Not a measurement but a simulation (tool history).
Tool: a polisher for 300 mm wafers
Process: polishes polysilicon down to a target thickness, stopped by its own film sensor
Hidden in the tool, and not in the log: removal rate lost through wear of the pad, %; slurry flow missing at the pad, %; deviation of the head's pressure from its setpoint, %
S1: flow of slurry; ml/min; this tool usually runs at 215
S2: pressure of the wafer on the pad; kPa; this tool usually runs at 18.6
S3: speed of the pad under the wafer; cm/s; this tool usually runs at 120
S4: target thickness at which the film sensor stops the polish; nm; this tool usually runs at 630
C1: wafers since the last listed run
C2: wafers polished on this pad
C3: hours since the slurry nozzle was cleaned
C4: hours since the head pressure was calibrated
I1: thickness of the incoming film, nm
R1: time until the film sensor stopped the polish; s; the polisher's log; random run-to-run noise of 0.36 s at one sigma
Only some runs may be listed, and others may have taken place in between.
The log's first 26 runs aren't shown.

run,hour,S1,S2,S3,S4,C1,C2,C3,C4,I1,R1
27,423.6,275,18.6,120,734,115,1213,123.2,136.2,1003.9,25.4
28,434.8,165,18.6,120,630,150,1364,134.4,147.4,999.6,38.1
29,445.2,180,24.8,136,515,140,1504,144.8,157.8,993.9,32.4
# hour 456.6: worn pad replaced by a new one
30,461.0,215,18.6,92,546,159,59,160.6,173.6,1002.8,53.8
31,477.5,215,18.6,120,630,222,281,177.1,190.1,998.1,34.3
32,490.4,215,16.5,120,630,173,455,190.0,203.0,999.2,39.2
33,497.4,190,20.7,108,671,94,550,197.0,210.0,998.2,31.0
# hour 500.5: slurry nozzle cleaned
34,508.8,215,18.6,120,630,140,690,8.3,221.4,989.7,33.4

Run 35 has not been measured yet. What should we expect?
35,522.0,195,18.6,138,760,177,868,21.5,234.6,988.9,?

{"run 35": {"R1": 19.4}}
The same run, on a tool lacking any hidden state, would have yielded R1 18.5 s.
